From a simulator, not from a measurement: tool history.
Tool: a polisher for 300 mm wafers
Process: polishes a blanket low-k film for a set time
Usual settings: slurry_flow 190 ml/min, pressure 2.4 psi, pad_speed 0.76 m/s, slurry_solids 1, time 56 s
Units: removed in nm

run,hour,slurry_flow,pressure,pad_speed,slurry_solids,time,"incoming thickness of the incoming film, nm",removed
1,0,190,1.9,0.76,1,56,740.6,17.6
2,36.4,190,2.4,0.76,1,56,734.2,19.1
3,91.6,220,3.1,0.96,0.9,56,733.2,22.7
# hour 142.7: conditioning disc replaced and pad reconditioned
4,156.2,165,2.4,0.56,1,73,739.1,22.5
5,202.3,165,2.4,0.76,1,62,738.7,21.8
# hour 244.3: slurry nozzle cleaned
6,261.8,190,2.4,0.76,0.7,56,724.7,17.4
# hour 334.5: head pressure recalibrated
7,416.8,190,1.8,0.88,1.15,56,734.2,20.1
# hour 424.8: worn pad replaced by a new one
# hour 459.8: slurry blender recalibrated
8,474.2,145,2.4,0.76,1.15,56,734.5,20.6
9,529.5,190,2.4,0.76,1,56,731.8,19.8
10,618.4,190,2.4,0.76,1,43,735.4,14.8
11,716.8,190,2.4,0.76,1,56,733.1,18.9
12,779.1,190,2.4,0.76,1,56,740.1,18.7
# hour 799.6: conditioning disc replaced and pad reconditioned
13,837.2,210,3.1,0.76,1,56,728.8,22.1
14,904.7,190,2.4,0.76,1,56,725.7,19.4
# hour 929.4: slurry nozzle cleaned
15,951.7,130,2.4,1,0.8,43,724.2,15.1
16,1055.6,165,2.4,0.76,1,69,740.4,24.2
# hour 1067.5: worn pad replaced by a new one
# hour 1083.1: head pressure recalibrated
17,1198,190,2.4,0.94,1,56,737.8,21.3
# hour 1207.9: slurry blender recalibrated
18,1452.1,190,3,0.76,0.7,56,718.9,16.9
# hour 1498.6: conditioning disc replaced and pad reconditioned
19,1553.9,190,2.4,0.76,1,56,745.9,20.1
20,1601.1,190,2.4,0.76,1,48,742.5,17
# hour 1608.9: slurry nozzle cleaned
21,1656,190,1.8,0.98,1,56,734.4,21
# hour 1701.3: worn pad replaced by a new one
22,1724.7,190,2.4,0.76,1,56,715.4,19.9
# hour 1764.4: head pressure recalibrated
23,1794.3,190,2.4,0.6,1,56,727,17.6
# hour 1879.1: slurry blender recalibrated
24,1895.8,190,2.4,0.76,1,56,715.4,18.8
25,1973.2,190,1.8,0.66,0.7,73,734.2,17.2

Forecast each of these 4 alternatives for the next run:
A,1973.6,190,2.4,0.76,1,56,738.4,?
B,1973.6,155,2.4,0.68,1,56,738.4,?
C,1973.6,225,1.9,0.58,1,47,738.4,?
D,1973.6,235,2.4,0.76,0.75,56,738.4,?

run,removed
A,19.1
B,17.7
C,12.9
D,17.2
Without the tool's hidden state the same runs would have given:
run,removed
A,20.4
B,18.9
C,13.7
D,18.4
